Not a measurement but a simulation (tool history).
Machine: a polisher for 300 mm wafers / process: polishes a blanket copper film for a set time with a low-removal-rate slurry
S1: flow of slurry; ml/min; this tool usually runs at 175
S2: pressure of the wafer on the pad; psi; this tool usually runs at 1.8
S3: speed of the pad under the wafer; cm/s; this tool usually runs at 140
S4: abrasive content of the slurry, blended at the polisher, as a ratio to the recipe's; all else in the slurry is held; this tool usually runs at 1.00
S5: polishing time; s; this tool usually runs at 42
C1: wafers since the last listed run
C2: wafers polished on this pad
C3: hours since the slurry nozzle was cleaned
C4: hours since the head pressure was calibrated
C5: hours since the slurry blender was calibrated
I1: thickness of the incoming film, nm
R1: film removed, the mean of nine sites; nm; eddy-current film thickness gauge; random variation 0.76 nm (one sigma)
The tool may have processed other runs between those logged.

run,hour,S1,S2,S3,S4,S5,C1,C2,C3,C4,C5,I1,R1
1,0.0,175,1.8,140,1.00,42,0,7389,242.3,469.1,305.4,804.2,78.4
# hour 12.3: worn pad replaced by a new one
2,73.8,175,1.8,140,1.00,42,996,878,316.1,542.9,379.2,804.2,77.0
3,111.4,175,1.8,140,1.00,42,536,1414,353.7,580.5,416.8,798.0,77.2
# hour 137.3: slurry blender recalibrated
4,182.1,175,1.5,102,1.00,42,980,2395,424.4,651.2,44.8,804.4,47.4
5,278.6,175,1.8,140,1.00,42,1377,3772,520.9,747.7,141.3,785.6,75.3
# hour 292.5: slurry nozzle cleaned
# hour 332.6: head pressure recalibrated
6,334.8,175,1.8,140,1.00,42,759,4531,42.3,2.2,197.5,816.0,86.5
7,371.8,175,1.8,140,1.00,42,528,5059,79.3,39.2,234.5,795.9,85.6
# hour 475.1: worn pad replaced by a new one
8,491.5,175,1.8,140,1.00,42,1651,233,199.0,158.9,354.2,798.6,82.3
9,538.8,175,1.8,140,1.00,42,675,909,246.3,206.2,401.5,788.3,80.2
10,646.8,175,1.8,140,1.00,42,1541,2450,354.3,314.2,509.5,803.6,77.3
# hour 654.4: slurry blender recalibrated
11,722.6,175,1.8,140,0.80,42,1053,3503,430.1,390.0,68.2,782.0,73.0
12,798.3,175,1.8,140,1.00,42,1080,4584,505.8,465.7,143.9,788.1,74.3
# hour 809.7: slurry nozzle cleaned
13,879.6,175,1.8,140,1.00,42,1146,5730,69.9,547.0,225.2,805.2,80.0
14,929.3,175,2.1,140,1.00,42,709,6439,119.6,596.7,274.9,799.8,90.6
# hour 1017.9: worn pad replaced by a new one
15,1032.1,175,1.8,140,1.15,47,1410,202,222.4,699.5,377.7,807.2,90.2
# hour 1104.2: head pressure recalibrated
16,1115.4,175,1.8,140,1.00,42,1160,1362,305.7,11.2,461.0,786.8,84.0
17,1184.8,175,1.8,140,1.00,42,990,2353,375.1,80.6,530.4,795.0,83.1
# hour 1195.2: slurry blender recalibrated
18,1267.8,225,2.4,140,1.00,42,1156,3509,458.1,163.6,72.6,793.0,109.5
# hour 1283.6: slurry nozzle cleaned
19,1336.1,175,1.8,92,0.85,42,960,4469,52.5,231.9,140.9,799.8,52.8
# hour 1519.7: worn pad replaced by a new one
20,1626.3,175,1.8,140,1.00,49,4084,1521,342.7,522.1,431.1,788.5,89.0
# hour 1699.2: slurry blender recalibrated
21,1720.1,175,1.8,140,1.00,42,1310,2832,436.5,615.9,20.9,796.1,75.9
22,1809.9,175,1.8,140,1.00,42,1281,4113,526.3,705.7,110.7,789.1,74.6
# hour 1813.4: slurry nozzle cleaned
# hour 1832.4: head pressure recalibrated
23,1897.8,175,1.8,140,1.00,32,1211,5325,84.4,65.4,198.6,814.5,65.4
# hour 1939.6: worn pad replaced by a new one
24,1987.7,175,2.1,140,1.00,49,1225,687,174.3,155.3,288.5,793.3,110.8
25,2074.5,220,2.0,182,1.00,48,1238,1925,261.1,242.1,375.3,794.8,135.6
# hour 2152.3: slurry blender recalibrated
26,2180.6,175,1.8,140,1.00,42,1485,3411,367.2,348.2,28.3,792.7,79.6
27,2245.5,175,2.2,140,1.10,42,926,4337,432.1,413.1,93.2,801.7,97.5
28,2310.4,175,1.8,116,1.00,35,926,5264,497.0,478.0,158.1,801.1,53.9
# hour 2317.5: slurry nozzle cleaned
29,2380.3,175,1.8,140,1.00,42,983,6247,62.8,547.9,228.0,806.1,80.0

How the hidden state differs across the entries between the runs, from the last listed run before each to the first after it:
Runs 1 to 2: worn pad replaced by a new one (hour 12.3)
  slurry flow missing at the pad, %: 21.7 -> 27.9; deviation of the head's pressure from its setpoint, %: -9.06 -> -9.48
  difference, measured minus the result without the unlogged condition, R1: -9.4 -> -10.4 nm
Runs 3 to 4: slurry blender recalibrated (hour 137.3)
  slurry flow missing at the pad, %: 31.1 -> 37; deviation of the head's pressure from its setpoint, %: -9.65 -> -9.91
  difference, measured minus the result without the unlogged condition, R1: -10.9 -> -7.2 nm
Runs 5 to 6: slurry nozzle cleaned (hour 292.5); head pressure recalibrated (hour 332.6)
  slurry flow missing at the pad, %: 45.2 -> 7.68; deviation of the head's pressure from its setpoint, %: -10.2 -> -0.684
  difference, measured minus the result without the unlogged condition, R1: -12.9 -> -1.2 nm
Runs 7 to 8: worn pad replaced by a new one (hour 475.1)
  slurry flow missing at the pad, %: 10.8 -> 20.8; deviation of the head's pressure from its setpoint, %: -2.07 -> -5.39
  difference, measured minus the result without the unlogged condition, R1: -2.7 -> -6.4 nm
Runs 10 to 11: slurry blender recalibrated (hour 654.4)
  slurry flow missing at the pad, %: 33.9 -> 40.3; deviation of the head's pressure from its setpoint, %: -7.92 -> -8.7
  difference, measured minus the result without the unlogged condition, R1: -9.7 -> -10.5 nm
Runs 12 to 13: slurry nozzle cleaned (hour 809.7)
  slurry flow missing at the pad, %: 46.6 -> 6.2; deviation of the head's pressure from its setpoint, %: -9.28 -> -9.74
  difference, measured minus the result without the unlogged condition, R1: -12.1 -> -8.9 nm
Runs 14 to 15: worn pad replaced by a new one (hour 1017.9)
  slurry flow missing at the pad, %: 10.4 -> 19; deviation of the head's pressure from its setpoint, %: -9.95 -> -10.3
  difference, measured minus the result without the unlogged condition, R1: -10.6 -> -11.9 nm
Runs 15 to 16: head pressure recalibrated (hour 1104.2)
  slurry flow missing at the pad, %: 19 -> 26; deviation of the head's pressure from its setpoint, %: -10.3 -> -1.17
  difference, measured minus the result without the unlogged condition, R1: -11.9 -> -3.4 nm
Runs 17 to 18: slurry blender recalibrated (hour 1195.2)
  slurry flow missing at the pad, %: 31.8 -> 38.8; deviation of the head's pressure from its setpoint, %: -3.52 -> -5.62
  difference, measured minus the result without the unlogged condition, R1: -6.0 -> -10.8 nm
Runs 18 to 19: slurry nozzle cleaned (hour 1283.6)
  slurry flow missing at the pad, %: 38.8 -> 5.83; deviation of the head's pressure from its setpoint, %: -5.62 -> -6.9
  difference, measured minus the result without the unlogged condition, R1: -10.8 -> -4.1 nm
Runs 19 to 20: worn pad replaced by a new one (hour 1519.7)
  slurry flow missing at the pad, %: 5.83 -> 30.2; deviation of the head's pressure from its setpoint, %: -6.9 -> -9.74
  difference, measured minus the result without the unlogged condition, R1: -4.1 -> -12.6 nm
Runs 20 to 21: slurry blender recalibrated (hour 1699.2)
  slurry flow missing at the pad, %: 30.2 -> 38.1; deviation of the head's pressure from its setpoint, %: -9.74 -> -10.2
  difference, measured minus the result without the unlogged condition, R1: -12.6 -> -12.0 nm
Runs 22 to 23: slurry nozzle cleaned (hour 1813.4); head pressure recalibrated (hour 1832.4)
  slurry flow missing at the pad, %: 45.6 -> 8.85; deviation of the head's pressure from its setpoint, %: -10.4 -> -1.55
  difference, measured minus the result without the unlogged condition, R1: -13.1 -> -1.6 nm
Runs 23 to 24: worn pad replaced by a new one (hour 1939.6)
  slurry flow missing at the pad, %: 8.85 -> 16.4; deviation of the head's pressure from its setpoint, %: -1.55 -> -3.93
  difference, measured minus the result without the unlogged condition, R1: -1.6 -> -6.3 nm
Runs 25 to 26: slurry blender recalibrated (hour 2152.3)
  slurry flow missing at the pad, %: 23.7 -> 32.6; deviation of the head's pressure from its setpoint, %: -5.56 -> -6.92
  difference, measured minus the result without the unlogged condition, R1: -10.8 -> -8.8 nm
Runs 28 to 29: slurry nozzle cleaned (hour 2317.5)
  slurry flow missing at the pad, %: 43.5 -> 7.89; deviation of the head's pressure from its setpoint, %: -7.98 -> -8.36
  difference, measured minus the result without the unlogged condition, R1: -7.6 -> -7.7 nm

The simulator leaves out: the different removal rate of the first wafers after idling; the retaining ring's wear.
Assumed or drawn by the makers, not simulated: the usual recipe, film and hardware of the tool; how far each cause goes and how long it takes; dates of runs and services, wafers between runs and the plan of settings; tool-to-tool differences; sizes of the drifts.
